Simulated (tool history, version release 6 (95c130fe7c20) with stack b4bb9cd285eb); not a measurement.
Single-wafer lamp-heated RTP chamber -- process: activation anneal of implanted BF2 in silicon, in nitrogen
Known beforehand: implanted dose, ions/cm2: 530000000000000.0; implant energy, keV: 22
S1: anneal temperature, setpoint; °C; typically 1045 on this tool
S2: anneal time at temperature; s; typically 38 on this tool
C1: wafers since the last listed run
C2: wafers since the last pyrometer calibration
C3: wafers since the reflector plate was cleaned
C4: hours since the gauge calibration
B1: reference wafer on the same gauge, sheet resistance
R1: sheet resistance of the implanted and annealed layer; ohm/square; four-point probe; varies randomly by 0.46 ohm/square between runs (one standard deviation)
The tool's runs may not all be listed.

run    hour    S1  S2    C1    C2    C3     C4      B1      R1
  1       0  1045  38     0  3382  2021  632.4  266.16  228.99
  2    19.7  1045  38   355  3738  2377  652.1  265.99  228.86
       65.7  -- pyrometer window cleaned and pyrometer calibrated
  3   116.2  1045  38  1598   912  3975  748.6  266.05  228.37
      128.1  -- reflector plate cleaned
  4   128.6  1028  56    79   992     9    761  266.13  230.78
  5   152.1  1045  51   424  1416   434  784.5  266.09  227.23
  6   185.4  1045  38   601  2017  1035  817.8  266.09  229.26
      185.8  -- gauge calibrated
  7   218.7  1045  38   601  2618  1636   32.9  265.78  228.99
  8   238.4  1045  38   355  2974  1992   52.6  265.98  229.02
  9   262.8  1056  38   440  3415  2433     77  265.84  226.49
      286.1  -- pyrometer window cleaned and pyrometer calibrated
 10   325.2  1030  54   982   705  3415  139.4  266.01  228.66
      343.4  -- reflector plate cleaned
 11   349.3  1064  38   290   995   107  163.5  266.01  226.15
 12   377.3  1068  38   505  1501   612  191.5  265.99  225.26
 13   407.5  1068  38   545  2046  1158  221.7  265.72  224.91
 14   438.2  1025  50   554  2601  1712  252.4  265.79  230.85
 15   463.2  1017  58   451  3052  2164  277.4  266.14  230.83
 16   476.2  1016  31   234  3287  2398  290.4  266.04  238.02
 17   551.8  1034  31  1365  4652  3764    366  266.08   232.6
      565.2  -- reflector plate cleaned
      569.8  -- pyrometer window cleaned and pyrometer calibrated
 18   570.3  1033  25   105     8     8  384.5  266.07  236.39
 19   582.9  1061  60   227   236   236  397.1  265.88  222.52
 20   610.1  1045  52   491   727   727  424.3  265.96   227.1
 21   645.2  1045  38   633  1361  1361  459.4  265.98   228.8
 22   665.6  1056  32   368  1729  1729  479.8  265.83  228.12
 23   695.9  1025  50   547  2276  2276  510.1  265.88  231.04
 24   717.1  1036  19   382  2659  2659  531.3  265.81  236.61
 25   749.1  1054  52   577  3237  3237  563.3  265.98  224.38
 26   776.1  1045  38   487  3724  3724  590.3  265.98  227.69
      789.8  -- pyrometer window cleaned and pyrometer calibrated
      801.8  -- reflector plate cleaned
 27   802.3  1056  38   184    82     9  616.5  266.13  227.84
 28   816.8  1022  20   261   343   271    631  266.09  242.35
 29   845.5  1021  26   518   862   790  659.7  266.22  240.39
 30     878  1045  38   586  1449  1376  692.2  265.75  228.86
 31   909.2  1061  46   563  2012  1940  723.4  266.03  224.12
      917.1  -- gauge calibrated
 32   930.9  1020  53   391  2404  2332   13.8   266.1  231.68
 33   965.4  1023  60   622  3027  2955   48.3  266.05   229.1
 34   995.3  1031  24   539  3567  3495   78.2   266.3  235.41
     1009.5  -- pyrometer window cleaned and pyrometer calibrated
 35  1010.4  1016  21   128    16  3623   93.3  265.94  242.33

Below are 5 alternative next runs, each starting from the tool's condition after run 35. Predict each:
  A  1010.8  1025  38   7  23  3630  93.7   ?   ?
  B  1010.8  1030  22   7  23  3630  93.7   ?   ?
  C  1010.8  1061  38   7  23  3630  93.7   ?   ?
  D  1010.8  1075  19   7  23  3630  93.7   ?   ?
  E  1010.8  1059  54   7  23  3630  93.7   ?   ?

run      B1      R1
  A  266.18  232.14
  B  266.18  235.88
  C  266.18  225.01
  D  266.18  229.01
  E  266.18  221.92
Stripped of hidden state, with their random variation kept, the same runs would have yielded:
run      R1
  A  234.32
  B  238.16
  C  226.22
  D  229.95
  E  223.37

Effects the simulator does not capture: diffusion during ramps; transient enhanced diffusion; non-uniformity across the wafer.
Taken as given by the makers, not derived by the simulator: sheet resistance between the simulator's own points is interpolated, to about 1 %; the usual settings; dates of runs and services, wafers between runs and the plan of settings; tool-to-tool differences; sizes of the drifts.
